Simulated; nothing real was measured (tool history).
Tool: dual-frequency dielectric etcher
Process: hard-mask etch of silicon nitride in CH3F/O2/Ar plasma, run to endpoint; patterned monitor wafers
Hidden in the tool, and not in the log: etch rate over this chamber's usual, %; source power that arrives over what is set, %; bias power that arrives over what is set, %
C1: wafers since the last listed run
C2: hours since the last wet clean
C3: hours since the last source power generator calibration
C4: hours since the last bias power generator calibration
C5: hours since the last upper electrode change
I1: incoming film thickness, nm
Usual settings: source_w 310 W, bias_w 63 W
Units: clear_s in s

Run 1, day 0: usual settings; C1 0; C2 362.3; C3 1426.7; C4 4300.4; C5 3730; I1 45.68. Result: clear_s 79.6 s.
At day 1.538: upper electrode replaced.
Run 2, day 1.558: usual settings; C1 93; C2 399.7; C3 1464.1; C4 4337.8; C5 0.5; I1 45.88. Result: clear_s 81.3 s.
Run 3, day 1.575: usual settings; C1 2; C2 400.1; C3 1464.5; C4 4338.2; C5 0.9; I1 45.92. Result: clear_s 81.2 s.
Run 4, day 1.954: usual settings; C1 63; C2 409.2; C3 1473.6; C4 4347.3; C5 10; I1 46.19. Result: clear_s 81 s.
Run 5, day 2.696: usual settings; C1 123; C2 427; C3 1491.4; C4 4365.1; C5 27.8; I1 46.46. Result: clear_s 82.4 s.
Run 6, day 3.283: usual settings but bias_w 55 W; C1 98; C2 441.1; C3 1505.5; C4 4379.2; C5 41.9; I1 46.15. Result: clear_s 84.6 s.
Run 7, day 3.762: usual settings; C1 79; C2 452.6; C3 1517; C4 4390.7; C5 53.4; I1 46.61. Result: clear_s 82.8 s.
At day 4.021: bias power generator calibrated.
Run 8, day 4.092: usual settings but source_w 340 W; C1 27; C2 460.5; C3 1524.9; C4 1.7; C5 61.3; I1 46.04. Result: clear_s 79 s.
Run 9, day 4.379: usual settings but source_w 350 W; C1 47; C2 467.4; C3 1531.8; C4 8.6; C5 68.2; I1 45.9. Result: clear_s 78.4 s.
Run 10, day 4.812: usual settings but source_w 350 W; C1 72; C2 477.8; C3 1542.2; C4 19; C5 78.6; I1 45.88. Result: clear_s 78.9 s.
Run 11, day 5.467: usual settings but source_w 350 W; C1 109; C2 493.5; C3 1557.9; C4 34.7; C5 94.3; I1 46.19. Result: clear_s 79 s.
Run 12, day 5.725: usual settings but bias_w 77 W; C1 43; C2 499.7; C3 1564.1; C4 40.9; C5 100.5; I1 45.6. Result: clear_s 76.7 s.
Run 13, day 6.225: usual settings but source_w 370 W, bias_w 50 W; C1 83; C2 511.7; C3 1576.1; C4 52.9; C5 112.5; I1 46.07. Result: clear_s 82.1 s.
Run 14, day 6.779: usual settings but source_w 230 W, bias_w 71 W; C1 92; C2 525; C3 1589.4; C4 66.2; C5 125.8; I1 46.16. Result: clear_s 85.2 s.
Run 15, day 7.196: usual settings but source_w 250 W, bias_w 49 W; C1 69; C2 535; C3 1599.4; C4 76.2; C5 135.8; I1 45.67. Result: clear_s 92 s.
Run 16, day 7.779: usual settings but bias_w 52 W; C1 97; C2 549; C3 1613.4; C4 90.2; C5 149.8; I1 45.3. Result: clear_s 84.7 s.
Run 17, day 8.262: usual settings; C1 80; C2 560.6; C3 1625; C4 101.8; C5 161.4; I1 45.72. Result: clear_s 80.6 s.
Run 18, day 8.762: usual settings but source_w 270 W, bias_w 51 W; C1 83; C2 572.6; C3 1637; C4 113.8; C5 173.4; I1 46.13. Result: clear_s 90.2 s.
Run 19, day 9.092: usual settings but source_w 360 W, bias_w 75 W; C1 54; C2 580.5; C3 1644.9; C4 121.7; C5 181.3; I1 46.8. Result: clear_s 75.3 s.
Run 20, day 9.704: usual settings; C1 102; C2 595.2; C3 1659.6; C4 136.4; C5 196; I1 46.53. Result: clear_s 82.9 s.
At day 10.3: source power generator calibrated.
Run 21, day 10.321: usual settings but source_w 280 W, bias_w 78 W; C1 75; C2 610; C3 0.5; C4 151.2; C5 210.8; I1 45.58. Result: clear_s 78.3 s.
Run 22, day 10.912: usual settings but source_w 380 W, bias_w 73 W; C1 98; C2 624.2; C3 14.7; C4 165.4; C5 225; I1 45.94. Result: clear_s 73.7 s.
Run 23, day 11.438: usual settings but source_w 250 W, bias_w 58 W; C1 87; C2 636.8; C3 27.3; C4 178; C5 237.6; I1 45.88. Result: clear_s 88.9 s.
At day 12.471: wet clean of the chamber.
Run 24, day 12.492: usual settings; C1 9; C2 0.5; C3 52.6; C4 203.3; C5 262.9; I1 46.26. Result: clear_s 80.2 s.
Run 25, day 12.642: usual settings; C1 25; C2 4.1; C3 56.2; C4 206.9; C5 266.5; I1 45.4. Result: clear_s 78.7 s.
Run 26, day 13.192: usual settings; C1 91; C2 17.3; C3 69.4; C4 220.1; C5 279.7; I1 46.14. Result: clear_s 79.8 s.
Run 27, day 13.804: usual settings; C1 102; C2 32; C3 84.1; C4 234.8; C5 294.4; I1 45.86. Result: clear_s 79.2 s.
Run 28, day 14.071: usual settings; C1 44; C2 38.4; C3 90.5; C4 241.2; C5 300.8; I1 45.79. Result: clear_s 78.6 s.
Run 29, day 14.492: usual settings but bias_w 69 W; C1 70; C2 48.5; C3 100.6; C4 251.3; C5 310.9; I1 45.91. Result: clear_s 78 s.
Run 30, day 14.812: usual settings but bias_w 72 W; C1 53; C2 56.2; C3 108.3; C4 259; C5 318.6; I1 46.25. Result: clear_s 77.4 s.

Forecast run 31:
Run 31, day 15.471: usual settings; C1 109; C2 72; C3 124.1; C4 274.8; C5 334.4; I1 46.36. Result: clear_s ?.

Run 31 gave clear_s 80.4 s.
Without the tool's hidden state the same run would have given clear_s 79.7 s.
